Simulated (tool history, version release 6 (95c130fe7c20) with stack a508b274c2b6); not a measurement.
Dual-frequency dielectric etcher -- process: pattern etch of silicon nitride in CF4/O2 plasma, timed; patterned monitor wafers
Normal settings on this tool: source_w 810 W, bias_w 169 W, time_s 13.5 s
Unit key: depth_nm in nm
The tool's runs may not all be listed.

run	hour	source_w	bias_w	time_s	wafers since the last listed run	hours since the last wet clean	hours since the last source power generator calibration	hours since the last bias power generator calibration	hours since the last upper electrode change	hours since the gauge calibration	read-back reference wafer on the same gauge, depth_nm	depth_nm
1	0.0	810	169	13.5	0	1.1	3004.8	3413.1	3111.9	404.3	45.57	39.07
2	1.2	810	169	13.5	12	2.3	3006.0	3414.3	3113.1	405.5	45.59	39.09
3	18.2	810	185	13.5	177	19.3	3023.0	3431.3	3130.1	422.5	45.59	39.88
4	24.9	810	185	13.5	70	26.0	3029.7	3438.0	3136.8	429.2	45.60	39.92
5	33.1	810	185	13.5	85	34.2	3037.9	3446.2	3145.0	437.4	45.62	39.88
6	49.8	810	169	13.5	174	50.9	3054.6	3462.9	3161.7	454.1	45.62	39.02
7	63.5	810	205	13.5	143	64.6	3068.3	3476.6	3175.4	467.8	45.60	40.97
8	72.6	930	199	12.0	95	73.7	3077.4	3485.7	3184.5	476.9	45.59	40.63
9	86.2	620	199	10.0	142	87.3	3091.0	3499.3	3198.1	490.5	45.61	23.99
10	104.1	630	152	15.0	187	105.2	3108.9	3517.2	3216.0	508.4	45.60	34.09
# hour 134.6: upper electrode replaced
11	135.1	970	137	13.5	73	136.2	3139.9	3548.2	0.5	539.4	45.59	43.26
12	135.4	700	169	15.5	3	136.5	3140.2	3548.5	0.8	539.7	45.60	39.46
13	147.3	1000	139	13.5	124	148.4	3152.1	3560.4	12.7	551.6	45.61	44.58
# hour 157.4: bias power generator calibrated
# hour 160.0: source power generator calibrated
14	160.5	810	169	13.5	68	161.6	0.5	3.1	25.9	564.8	45.58	40.33
15	172.3	810	169	13.5	123	173.4	12.3	14.9	37.7	576.6	45.59	40.50
16	187.2	900	202	14.5	155	188.3	27.2	29.8	52.6	591.5	45.60	49.62
17	197.2	660	185	17.0	104	198.3	37.2	39.8	62.6	601.5	45.57	43.65
18	211.5	660	191	15.0	149	212.6	51.5	54.1	76.9	615.8	45.61	38.77
19	226.8	810	169	11.5	159	227.9	66.8	69.4	92.2	631.1	45.63	34.33
20	237.7	810	169	13.5	113	238.8	77.7	80.3	103.1	642.0	45.61	40.26
# hour 243.6: gauge calibrated
21	277.5	810	169	13.5	415	278.6	117.5	120.1	142.9	33.9	45.60	40.16
22	290.0	650	148	11.0	130	291.1	130.0	132.6	155.4	46.4	45.60	26.21
23	303.3	810	169	13.5	138	304.4	143.3	145.9	168.7	59.7	45.63	40.04
24	317.5	980	183	13.5	148	318.6	157.5	160.1	182.9	73.9	45.59	48.04
25	324.2	810	169	17.0	70	325.3	164.2	166.8	189.6	80.6	45.61	50.40
26	339.1	650	169	17.0	155	340.2	179.1	181.7	204.5	95.5	45.61	41.62
27	353.6	640	169	15.5	151	354.7	193.6	196.2	219.0	110.0	45.64	37.53
28	360.8	860	146	13.5	75	361.9	200.8	203.4	226.2	117.2	45.59	40.64
29	377.1	870	169	13.5	170	378.2	217.1	219.7	242.5	133.5	45.60	42.33
# hour 411.1: wet clean of the chamber
30	411.6	730	199	14.5	109	0.5	251.6	254.2	277.0	168.0	45.60	41.20
31	411.9	810	169	9.5	3	0.8	251.9	254.5	277.3	168.3	45.62	28.37

What the log doesn't show, run by run:
bias power that arrives over what is set, %: 0 on each run
gauge reads high (%): 0 on each run
H1: etch rate over this chamber's usual, %
H2: source power that arrives over what is set, %
run	H1	H2
1	0.0534	-4.49
2	0.0492	-4.49
3	-0.0103	-4.5
4	-0.0337	-4.5
5	-0.0624	-4.5
6	-0.121	-4.51
7	-0.169	-4.51
8	-0.201	-4.51
9	-0.248	-4.52
10	-0.311	-4.53
11	-0.419	-4.53
12	-0.42	-4.53
13	-0.462	-4.54
14	-0.508	0.124
15	-0.549	0.0715
16	-0.601	0.00608
17	-0.636	-0.0374
18	-0.686	-0.0989
19	-0.74	-0.164
20	-0.778	-0.21
21	-0.917	-0.373
22	-0.961	-0.424
23	-1.01	-0.476
24	-1.06	-0.532
25	-1.08	-0.558
26	-1.13	-0.616
27	-1.18	-0.671
28	-1.21	-0.698
29	-1.27	-0.759
30	-0.106	-0.886
31	-0.107	-0.887
